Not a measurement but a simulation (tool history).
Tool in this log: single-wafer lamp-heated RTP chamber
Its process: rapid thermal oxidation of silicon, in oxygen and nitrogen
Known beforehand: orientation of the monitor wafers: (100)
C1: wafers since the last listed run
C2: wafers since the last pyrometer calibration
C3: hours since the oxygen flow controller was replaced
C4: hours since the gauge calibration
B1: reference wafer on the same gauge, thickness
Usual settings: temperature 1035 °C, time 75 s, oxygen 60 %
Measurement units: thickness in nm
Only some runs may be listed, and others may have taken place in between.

{"run": 1, "day": 0.0, "temperature": 1035, "time": 75, "oxygen": 60, "C1": 0, "C2": 5369, "C3": 2762.8, "C4": 753.1, "B1": 9.374, "thickness": 8.137}
{"run": 2, "day": 2.117, "temperature": 1035, "time": 75, "oxygen": 60, "C1": 422, "C2": 5791, "C3": 2813.6, "C4": 803.9, "B1": 9.373, "thickness": 8.156}
{"run": 3, "day": 3.138, "temperature": 1035, "time": 88, "oxygen": 60, "C1": 203, "C2": 5995, "C3": 2838.1, "C4": 828.4, "B1": 9.377, "thickness": 8.773}
{"run": 4, "day": 5.583, "temperature": 1035, "time": 88, "oxygen": 60, "C1": 488, "C2": 6483, "C3": 2896.8, "C4": 887.1, "B1": 9.386, "thickness": 8.74}
{"run": 5, "day": 14.429, "temperature": 1035, "time": 88, "oxygen": 60, "C1": 1765, "C2": 8249, "C3": 3109.1, "C4": 1099.4, "B1": 9.381, "thickness": 8.792}
{"run": 6, "day": 16.321, "temperature": 1035, "time": 75, "oxygen": 47, "C1": 377, "C2": 8627, "C3": 3154.5, "C4": 1144.8, "B1": 9.387, "thickness": 7.553}
{"day": 16.533, "done": "gauge calibrated"}
{"day": 17.429, "done": "pyrometer window cleaned and pyrometer calibrated"}
{"run": 7, "day": 17.488, "temperature": 1035, "time": 75, "oxygen": 47, "C1": 166, "C2": 12, "C3": 3182.5, "C4": 22.9, "B1": 9.377, "thickness": 7.293}
{"run": 8, "day": 19.792, "temperature": 1035, "time": 75, "oxygen": 47, "C1": 459, "C2": 471, "C3": 3237.8, "C4": 78.2, "B1": 9.378, "thickness": 7.361}
{"run": 9, "day": 22.054, "temperature": 1014, "time": 93, "oxygen": 60, "C1": 451, "C2": 923, "C3": 3292.1, "C4": 132.5, "B1": 9.39, "thickness": 7.626}
{"run": 10, "day": 24.192, "temperature": 1014, "time": 93, "oxygen": 60, "C1": 426, "C2": 1350, "C3": 3343.4, "C4": 183.8, "B1": 9.371, "thickness": 7.649}
{"run": 11, "day": 25.708, "temperature": 1035, "time": 75, "oxygen": 75, "C1": 302, "C2": 1653, "C3": 3379.8, "C4": 220.2, "B1": 9.373, "thickness": 8.752}
{"run": 12, "day": 27.112, "temperature": 1035, "time": 75, "oxygen": 60, "C1": 280, "C2": 1933, "C3": 3413.5, "C4": 253.9, "B1": 9.384, "thickness": 8.041}
{"run": 13, "day": 29.312, "temperature": 1035, "time": 75, "oxygen": 74, "C1": 439, "C2": 2372, "C3": 3466.3, "C4": 306.7, "B1": 9.382, "thickness": 8.693}
{"day": 30.612, "done": "oxygen flow controller replaced"}
{"run": 14, "day": 31.188, "temperature": 1035, "time": 75, "oxygen": 60, "C1": 307, "C2": 2680, "C3": 13.8, "C4": 351.7, "B1": 9.371, "thickness": 8.097}
{"run": 15, "day": 34.296, "temperature": 1056, "time": 92, "oxygen": 45, "C1": 620, "C2": 3300, "C3": 88.4, "C4": 426.3, "B1": 9.379, "thickness": 9.238}
{"run": 16, "day": 36.412, "temperature": 1035, "time": 75, "oxygen": 60, "C1": 422, "C2": 3723, "C3": 139.2, "C4": 477.1, "B1": 9.369, "thickness": 8.111}
{"run": 17, "day": 37.829, "temperature": 1015, "time": 101, "oxygen": 90, "C1": 282, "C2": 4006, "C3": 173.2, "C4": 511.1, "B1": 9.383, "thickness": 9.312}
{"run": 18, "day": 40.717, "temperature": 1054, "time": 104, "oxygen": 34, "C1": 576, "C2": 4582, "C3": 242.5, "C4": 580.4, "B1": 9.377, "thickness": 8.793}
{"run": 19, "day": 41.804, "temperature": 1020, "time": 106, "oxygen": 60, "C1": 217, "C2": 4799, "C3": 268.6, "C4": 606.5, "B1": 9.385, "thickness": 8.574}
{"run": 20, "day": 43.742, "temperature": 1035, "time": 65, "oxygen": 83, "C1": 386, "C2": 5186, "C3": 315.1, "C4": 653, "B1": 9.376, "thickness": 8.603}
{"run": 21, "day": 46.217, "temperature": 1025, "time": 75, "oxygen": 60, "C1": 494, "C2": 5680, "C3": 374.5, "C4": 712.4, "B1": 9.387, "thickness": 7.643}
{"run": 22, "day": 47.275, "temperature": 1035, "time": 56, "oxygen": 60, "C1": 211, "C2": 5892, "C3": 399.9, "C4": 737.8, "B1": 9.371, "thickness": 7.183}
{"run": 23, "day": 49.738, "temperature": 1035, "time": 75, "oxygen": 60, "C1": 491, "C2": 6383, "C3": 459, "C4": 796.9, "B1": 9.38, "thickness": 8.18}
{"day": 52.308, "done": "pyrometer window cleaned and pyrometer calibrated"}
{"run": 24, "day": 52.729, "temperature": 1035, "time": 75, "oxygen": 60, "C1": 530, "C2": 83, "C3": 530.8, "C4": 868.7, "B1": 9.385, "thickness": 7.934}
{"run": 25, "day": 54.192, "temperature": 1056, "time": 92, "oxygen": 45, "C1": 291, "C2": 375, "C3": 565.9, "C4": 903.8, "B1": 9.381, "thickness": 9.138}

Branching from run 25: 4 alternative next runs. What would each branch give?
{"run": "A", "day": 54.212, "temperature": 1035, "time": 75, "oxygen": 87, "C1": 4, "C2": 379, "C3": 566.4, "C4": 904.3, "B1": "?", "thickness": "?"}
{"run": "B", "day": 54.212, "temperature": 1049, "time": 75, "oxygen": 34, "C1": 4, "C2": 379, "C3": 566.4, "C4": 904.3, "B1": "?", "thickness": "?"}
{"run": "C", "day": 54.212, "temperature": 1021, "time": 44, "oxygen": 72, "C1": 4, "C2": 379, "C3": 566.4, "C4": 904.3, "B1": "?", "thickness": "?"}
{"run": "D", "day": 54.212, "temperature": 1022, "time": 64, "oxygen": 73, "C1": 4, "C2": 379, "C3": 566.4, "C4": 904.3, "B1": "?", "thickness": "?"}

run=A B1=9.377 thickness=9.122
run=B B1=9.377 thickness=7.205
run=C B1=9.377 thickness=6.115
run=D B1=9.377 thickness=7.285
Had the tool no hidden state, the same runs would have come out as:
run=A thickness=9.088
run=B thickness=7.18
run=C thickness=6.093
run=D thickness=7.259
